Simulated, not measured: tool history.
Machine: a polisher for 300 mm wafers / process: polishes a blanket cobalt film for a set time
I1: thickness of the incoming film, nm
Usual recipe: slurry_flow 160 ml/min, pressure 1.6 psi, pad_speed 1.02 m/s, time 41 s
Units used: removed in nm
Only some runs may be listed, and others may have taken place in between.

{"run": 1, "hour": 0.0, "slurry_flow": 160, "pressure": 1.6, "pad_speed": 1.02, "time": 41, "I1": 843.4, "removed": 157.7}
{"run": 2, "hour": 84.5, "slurry_flow": 160, "pressure": 1.6, "pad_speed": 1.02, "time": 41, "I1": 818.1, "removed": 154.4}
{"run": 3, "hour": 191.4, "slurry_flow": 160, "pressure": 1.6, "pad_speed": 1.02, "time": 41, "I1": 830.9, "removed": 144.8}
{"hour": 193.4, "done": "slurry nozzle cleaned"}
{"hour": 241.1, "done": "worn pad replaced by a new one"}
{"run": 4, "hour": 255.9, "slurry_flow": 160, "pressure": 1.6, "pad_speed": 1.02, "time": 41, "I1": 821.6, "removed": 159.3}
{"run": 5, "hour": 341.4, "slurry_flow": 160, "pressure": 1.6, "pad_speed": 1.02, "time": 49, "I1": 840, "removed": 190.1}
{"run": 6, "hour": 449.1, "slurry_flow": 160, "pressure": 1.6, "pad_speed": 1.02, "time": 49, "I1": 833.7, "removed": 178}
{"hour": 513.8, "done": "head pressure recalibrated"}
{"run": 7, "hour": 527.4, "slurry_flow": 160, "pressure": 1.6, "pad_speed": 1.02, "time": 49, "I1": 820.6, "removed": 168.3}
{"hour": 537.8, "done": "worn pad replaced by a new one"}
{"run": 8, "hour": 621.5, "slurry_flow": 160, "pressure": 1.6, "pad_speed": 1.02, "time": 41, "I1": 830.3, "removed": 155.9}
{"run": 9, "hour": 707.5, "slurry_flow": 110, "pressure": 1.3, "pad_speed": 0.66, "time": 46, "I1": 834.8, "removed": 94.7}
{"hour": 750.7, "done": "slurry nozzle cleaned"}
{"run": 10, "hour": 751.2, "slurry_flow": 160, "pressure": 1.6, "pad_speed": 1.02, "time": 41, "I1": 842.7, "removed": 147.2}
{"hour": 842.9, "done": "worn pad replaced by a new one"}
{"run": 11, "hour": 1051.8, "slurry_flow": 180, "pressure": 1.6, "pad_speed": 1.02, "time": 41, "I1": 832.3, "removed": 150.8}
{"run": 12, "hour": 1107.3, "slurry_flow": 160, "pressure": 1.6, "pad_speed": 1.02, "time": 41, "I1": 838.7, "removed": 146.5}
{"hour": 1111.9, "done": "worn pad replaced by a new one"}
{"run": 13, "hour": 1179.9, "slurry_flow": 160, "pressure": 1.6, "pad_speed": 0.82, "time": 41, "I1": 827.4, "removed": 134}
{"hour": 1251.7, "done": "head pressure recalibrated"}
{"run": 14, "hour": 1260.7, "slurry_flow": 110, "pressure": 1.6, "pad_speed": 1.02, "time": 27, "I1": 825.5, "removed": 95.5}
{"hour": 1314.8, "done": "slurry nozzle cleaned"}
{"run": 15, "hour": 1345.5, "slurry_flow": 125, "pressure": 1.3, "pad_speed": 1.18, "time": 49, "I1": 830, "removed": 155.5}
{"hour": 1417.0, "done": "worn pad replaced by a new one"}
{"run": 16, "hour": 1440.0, "slurry_flow": 140, "pressure": 1.2, "pad_speed": 1.02, "time": 41, "I1": 813.5, "removed": 120.1}

3 options for the next run, each taken on its own from the tool as it stands now. Forecast them:
{"run": "A", "hour": 1440.4, "slurry_flow": 160, "pressure": 1.6, "pad_speed": 1.02, "time": 41, "I1": 824.4, "removed": "?"}
{"run": "B", "hour": 1440.4, "slurry_flow": 160, "pressure": 1.6, "pad_speed": 1.22, "time": 41, "I1": 824.4, "removed": "?"}
{"run": "C", "hour": 1440.4, "slurry_flow": 140, "pressure": 1.6, "pad_speed": 1.22, "time": 41, "I1": 824.4, "removed": "?"}

run=A removed=157.5
run=B removed=182.2
run=C removed=178.8
Had the tool no hidden state, the same runs would have come out as:
run=A removed=162
run=B removed=187.5
run=C removed=183.9

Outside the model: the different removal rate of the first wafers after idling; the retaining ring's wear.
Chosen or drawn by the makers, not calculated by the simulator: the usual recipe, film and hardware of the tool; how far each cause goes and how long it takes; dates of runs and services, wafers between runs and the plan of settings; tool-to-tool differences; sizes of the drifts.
